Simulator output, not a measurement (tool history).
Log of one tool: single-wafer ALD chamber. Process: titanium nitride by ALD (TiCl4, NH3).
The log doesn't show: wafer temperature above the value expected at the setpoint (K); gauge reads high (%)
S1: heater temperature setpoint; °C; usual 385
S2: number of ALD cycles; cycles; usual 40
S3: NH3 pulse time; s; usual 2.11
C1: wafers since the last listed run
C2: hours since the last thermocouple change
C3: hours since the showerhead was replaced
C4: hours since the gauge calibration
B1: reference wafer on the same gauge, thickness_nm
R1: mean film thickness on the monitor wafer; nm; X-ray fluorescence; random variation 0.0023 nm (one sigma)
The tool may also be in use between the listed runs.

run    hour   S1  S2    S3    C1      C2      C3      C4     B1     R1
  1     0.0  385  35  2.11     0    57.7  3574.3  1111.0  0.999  0.794
  2    38.4  385  35  2.11   285    96.1  3612.7  1149.4  0.997  0.796
  3   144.1  385  40  2.11   786   201.8  3718.4  1255.1  0.998  0.909
  4   251.4  385  40  2.11   798   309.1  3825.7  1362.4  0.998  0.915
  5   287.8  385  40  2.11   270   345.5  3862.1  1398.8  0.998  0.905
  6   393.0  385  40  2.11   782   450.7  3967.3  1504.0  0.998  0.910
  7   445.7  385  40  2.11   392   503.4  4020.0  1556.7  0.998  0.914
  8   538.0  385  40  2.11   686   595.7  4112.3  1649.0  0.999  0.909
  9   592.1  385  40  2.11   402   649.8  4166.4  1703.1  0.998  0.910
 10   665.3  378  40  2.11   544   723.0  4239.6  1776.3  0.999  0.905
 11   979.0  378  40  2.11  2334  1036.7  4553.3  2090.0  0.998  0.909
     1104.0  -- showerhead replaced
 12  1165.1  385  40  1.61  1325  1222.8    61.1  2276.1  0.998  0.887
 13  1246.6  385  40  2.11   606  1304.3   142.6  2357.6  0.998  0.914
 14  1352.1  373  40  2.11   785  1409.8   248.1  2463.1  0.998  0.901
 15  1416.5  373  40  2.11   479  1474.2   312.5  2527.5  0.998  0.897
 16  1524.2  385  40  2.11   801  1581.9   420.2  2635.2  0.998  0.908
 17  1584.3  385  40  2.11   447  1642.0   480.3  2695.3  0.997  0.912
 18  1629.7  385  40  2.11   337  1687.4   525.7  2740.7  0.999  0.908
     1799.8  -- thermocouple changed; heater temperature recalibrated
 19  1900.0  395  43  1.48  1952   100.2   796.0  3011.0  0.997  0.957
 20  1983.2  385  36  2.11   619   183.4   879.2  3094.2  0.998  0.820
 21  2064.2  396  40  1.29   602   264.4   960.2  3175.2  0.998  0.878
 22  2153.7  385  46  2.11   666   353.9  1049.7  3264.7  0.999  1.049
 23  2253.5  389  46  2.40   742   453.7  1149.5  3364.5  0.998  1.061
 24  2520.5  375  34  2.11  1987   720.7  1416.5  3631.5  0.998  0.767
     2550.2  -- gauge calibrated
 25  2567.2  385  40  1.63   347   767.4  1463.2    17.0  0.998  0.891
 26  2605.2  398  47  1.68   282   805.4  1501.2    55.0  0.998  1.062
 27  2676.0  385  43  2.11   526   876.2  1572.0   125.8  0.998  0.977
 28  2777.0  385  40  2.11   751   977.2  1673.0   226.8  0.999  0.908
 29  2881.8  372  43  1.71   779  1082.0  1777.8   331.6  0.998  0.944
 30  3114.5  385  40  2.11  1731  1314.7  2010.5   564.3  0.997  0.911
 31  3270.8  400  40  2.43  1163  1471.0  2166.8   720.6  0.998  0.925
     3334.9  -- thermocouple changed; heater temperature recalibrated
 32  3335.4  397  46  1.62   421     0.5  2231.4   785.2  0.998  1.038
 33  3428.6  385  40  2.11   693    93.7  2324.6   878.4  0.999  0.912
 34  3494.8  385  40  2.11   492   159.9  2390.8   944.6  0.998  0.911
 35  3588.7  376  42  2.73   698   253.8  2484.7  1038.5  0.999  0.970
 36  3649.3  385  40  2.11   450   314.4  2545.3  1099.1  0.997  0.905

What the log doesn't show, run by run:
wafer temperature above the value expected at the setpoint (K): 0 in every run
gauge reads high (%): 0 in every run

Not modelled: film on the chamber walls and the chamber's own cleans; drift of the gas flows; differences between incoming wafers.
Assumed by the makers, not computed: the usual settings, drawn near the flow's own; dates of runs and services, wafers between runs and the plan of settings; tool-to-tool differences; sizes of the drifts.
